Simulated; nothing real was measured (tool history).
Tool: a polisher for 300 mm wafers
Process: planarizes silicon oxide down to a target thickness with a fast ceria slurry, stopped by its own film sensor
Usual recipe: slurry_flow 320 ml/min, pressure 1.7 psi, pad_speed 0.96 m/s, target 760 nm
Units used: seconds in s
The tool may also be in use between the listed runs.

run,day,slurry_flow,pressure,pad_speed,target,wafers since the last listed run,wafers polished on this pad,hours since the slurry nozzle was cleaned,hours since the head pressure was calibrated,"incoming thickness of the incoming film, nm",seconds
1,0.000,320,1.7,0.96,760,0,1535,159.2,228.3,1309.8,56.6
2,4.038,320,1.7,0.96,760,542,2077,256.1,325.2,1311.2,58.1
# day 5.288: worn pad replaced by a new one
3,6.246,320,1.7,0.96,760,274,128,309.1,378.2,1302.8,55.8
4,10.858,320,1.7,0.96,760,619,748,419.8,488.9,1295.6,55.1
5,12.492,320,1.7,0.96,760,219,967,459.0,528.1,1312.4,56.0
# day 14.592: slurry nozzle cleaned
# day 14.688: head pressure recalibrated
6,15.258,320,1.6,0.96,896,354,1322,16.0,13.7,1314.6,43.7
7,17.567,320,1.6,0.96,896,310,1632,71.4,69.1,1297.8,43.5
8,19.358,320,1.8,0.96,760,240,1873,114.4,112.1,1309.9,55.4
9,22.021,320,1.8,0.96,760,357,2230,178.3,176.0,1316.9,55.8
# day 22.962: worn pad replaced by a new one
10,24.038,320,1.4,0.96,760,248,144,226.7,224.4,1288.8,60.6
11,26.454,320,1.7,0.96,760,324,469,284.7,282.4,1300.0,55.7
12,28.562,320,1.7,0.96,760,283,752,335.3,333.0,1322.1,57.9
13,32.142,235,1.7,0.96,760,480,1232,421.2,418.9,1310.9,58.6
# day 34.108: slurry nozzle cleaned
14,35.825,235,1.7,0.96,760,489,1722,41.2,507.3,1303.5,58.9
# day 36.533: head pressure recalibrated
15,39.033,320,1.7,0.96,760,419,2141,118.2,60.0,1318.3,56.3
# day 39.783: worn pad replaced by a new one
16,43.267,320,1.7,0.96,674,546,468,219.8,161.6,1305.2,65.8
17,46.842,320,1.7,0.96,760,480,948,305.6,247.4,1313.1,56.6

Run 18 is up next; what results do you expect?
18,48.404,320,1.7,0.96,760,209,1158,343.1,284.9,1306.2,?

{"run 18": {"seconds": 56.7}}
With the hidden condition absent and the run-to-run variation left alone, this run would have shown seconds 56.7 s.
